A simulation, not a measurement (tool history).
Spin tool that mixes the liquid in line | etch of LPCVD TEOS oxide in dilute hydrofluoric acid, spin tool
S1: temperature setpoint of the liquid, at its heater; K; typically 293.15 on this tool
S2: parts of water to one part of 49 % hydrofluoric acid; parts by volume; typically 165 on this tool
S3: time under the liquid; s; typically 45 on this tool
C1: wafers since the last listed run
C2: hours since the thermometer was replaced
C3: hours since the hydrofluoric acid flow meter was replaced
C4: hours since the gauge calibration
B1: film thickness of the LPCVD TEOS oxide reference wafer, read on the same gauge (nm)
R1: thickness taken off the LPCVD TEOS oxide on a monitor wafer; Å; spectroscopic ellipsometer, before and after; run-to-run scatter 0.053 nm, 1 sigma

run	hour	S1	S2	S3	C1	C2	C3	C4	B1	R1
1	0.0	293.15	165	35	0	2710.5	758.4	691.7	38.81	49.3
2	23.0	293.15	165	45	375	2733.5	781.4	714.7	38.86	63.3
3	44.4	293.15	165	45	349	2754.9	802.8	736.1	38.78	63.1
4	71.3	293.15	165	45	439	2781.8	829.7	763.0	38.75	62.4
5	104.6	293.15	165	45	544	2815.1	863.0	796.3	38.68	62.8
6	126.1	293.15	165	45	351	2836.6	884.5	817.8	38.62	62.7
7	194.4	293.15	165	45	1116	2904.9	952.8	886.1	38.52	63.3
8	227.7	292.15	165	45	544	2938.2	986.1	919.4	38.48	60.6
9	257.7	292.15	165	45	490	2968.2	1016.1	949.4	38.43	59.4
10	270.8	292.15	165	45	214	2981.3	1029.2	962.5	38.41	59.0
11	295.3	293.15	165	45	400	3005.8	1053.7	987.0	38.39	62.2
12	312.8	293.15	165	45	285	3023.3	1071.2	1004.5	38.36	62.1
13	347.1	293.15	165	45	560	3057.6	1105.5	1038.8	38.25	62.2
14	377.9	291.15	95	65	503	3088.4	1136.3	1069.6	38.22	154.8
15	400.9	290.65	120	65	375	3111.4	1159.3	1092.6	38.16	117.0
16	416.0	290.15	125	60	246	3126.5	1174.4	1107.7	38.17	101.6
# hour 428.4: gauge calibrated
17	440.3	293.15	230	45	397	3150.8	1198.7	11.9	40.14	43.9
18	471.4	290.65	210	45	508	3181.9	1229.8	43.0	40.15	44.2
19	506.2	290.15	85	25	568	3216.7	1264.6	77.8	40.09	67.8
# hour 507.6: thermometer replaced
20	522.4	290.15	135	35	248	14.8	1280.8	94.0	40.12	56.1
21	540.8	293.15	100	45	300	33.2	1299.2	112.4	40.07	113.7
22	558.4	294.65	210	35	287	50.8	1316.8	130.0	40.01	40.6
# hour 564.0: hydrofluoric acid flow meter replaced
23	576.5	290.15	85	25	279	68.9	12.5	148.1	39.95	67.4
24	609.2	291.65	165	60	534	101.6	45.2	180.8	39.89	82.4
25	625.6	293.15	210	30	267	118.0	61.6	197.2	39.85	32.9
26	645.7	290.15	130	25	328	138.1	81.7	217.3	39.84	42.0

For run 27, what comes out?
27	659.4	291.15	240	55	223	151.8	95.4	231.0	?	?

Run 27 yielded B1 39.82, R1 47.3 Å.
Without the tool's hidden state the same run would have given R1 47.5 Å.
